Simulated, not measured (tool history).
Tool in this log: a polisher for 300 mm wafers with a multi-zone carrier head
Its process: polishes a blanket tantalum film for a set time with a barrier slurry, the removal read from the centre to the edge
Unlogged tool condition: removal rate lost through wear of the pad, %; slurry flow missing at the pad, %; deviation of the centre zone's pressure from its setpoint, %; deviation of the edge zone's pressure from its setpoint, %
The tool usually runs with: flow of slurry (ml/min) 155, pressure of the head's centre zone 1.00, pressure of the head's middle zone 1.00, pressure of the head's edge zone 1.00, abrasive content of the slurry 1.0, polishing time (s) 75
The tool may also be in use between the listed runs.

| run | hour | flow of slurry (ml/min) | pressure of the head's centre zone | pressure of the head's middle zone | pressure of the head's edge zone | abrasive content of the slurry | polishing time (s) | wafers since the last listed run | wafers polished on this pad | hours since the slurry nozzle was cleaned | hours since the centre zone pressure was calibrated | hours since the edge zone pressure was calibrated | hours since the carrier head's membrane was replaced | incoming thickness of the incoming film, nm | film removed at the wafer's centre (angstrom) | film removed at mid-radius (angstrom) | film removed at the wafer's edge (angstrom) |
|---|---|---|---|---|---|---|---|---|---|---|---|---|---|---|---|---|---|
| 1 | 0.0 | 155 | 1.00 | 1.00 | 1.00 | 1.0 | 75 | 0 | 754 | 176.1 | 923.0 | 337.0 | 1119.0 | 254.6 | 805 | 809 | 832 |
| 2 | 33.7 | 155 | 0.96 | 1.00 | 0.91 | 1.0 | 75 | 180 | 935 | 209.8 | 956.7 | 370.7 | 1152.7 | 263.7 | 774 | 814 | 799 |
| 3 | 90.3 | 155 | 0.96 | 1.00 | 0.91 | 1.0 | 75 | 303 | 1238 | 266.4 | 1013.3 | 427.3 | 1209.3 | 257.6 | 785 | 819 | 785 |
|  | 116.6 | worn pad replaced by a new one |
| 4 | 161.4 | 155 | 0.96 | 1.00 | 0.91 | 1.0 | 75 | 359 | 240 | 337.5 | 1084.4 | 498.4 | 1280.4 | 258.6 | 768 | 814 | 783 |
|  | 197.3 | carrier head's membrane replaced by a new one |
| 5 | 205.6 | 155 | 1.00 | 1.00 | 1.00 | 1.0 | 61 | 210 | 450 | 381.7 | 1128.6 | 542.6 | 8.3 | 256.2 | 648 | 666 | 662 |
| 6 | 263.7 | 155 | 1.00 | 1.00 | 1.00 | 1.0 | 61 | 311 | 762 | 439.8 | 1186.7 | 600.7 | 66.4 | 263.3 | 644 | 662 | 677 |
| 7 | 305.0 | 110 | 1.00 | 1.10 | 1.00 | 0.8 | 94 | 221 | 983 | 481.1 | 1228.0 | 642.0 | 107.7 | 259.6 | 870 | 974 | 938 |
| 8 | 334.3 | 155 | 1.00 | 1.00 | 1.00 | 1.0 | 75 | 157 | 1140 | 510.4 | 1257.3 | 671.3 | 137.0 | 264.6 | 801 | 811 | 831 |
|  | 355.4 | slurry nozzle cleaned |
|  | 372.5 | worn pad replaced by a new one |
|  | 382.0 | edge zone pressure recalibrated |
| 9 | 392.3 | 180 | 1.00 | 1.11 | 0.96 | 1.0 | 75 | 273 | 95 | 36.9 | 1315.3 | 10.3 | 195.0 | 259.4 | 827 | 921 | 811 |
| 10 | 449.2 | 155 | 1.00 | 1.00 | 1.00 | 1.0 | 75 | 305 | 400 | 93.8 | 1372.2 | 67.2 | 251.9 | 259.8 | 806 | 817 | 853 |

Run 11 is up next; what results do you expect?
|  | 484.0 | centre zone pressure recalibrated |
| 11 | 496.3 | 170 | 1.06 | 1.00 | 1.00 | 1.0 | 75 | 241 | 642 | 140.9 | 12.3 | 114.3 | 299.0 | 262.8 | ? | ? | ? |

{"run 11": {"film removed at the wafer's centre (angstrom)": 852, "film removed at mid-radius (angstrom)": 825, "film removed at the wafer's edge (angstrom)": 855}}
Were there no unlogged condition in the tool, this run, its random variation unchanged, would have produced film removed at the wafer's centre (angstrom) 852, film removed at mid-radius (angstrom) 825, film removed at the wafer's edge (angstrom) 855.
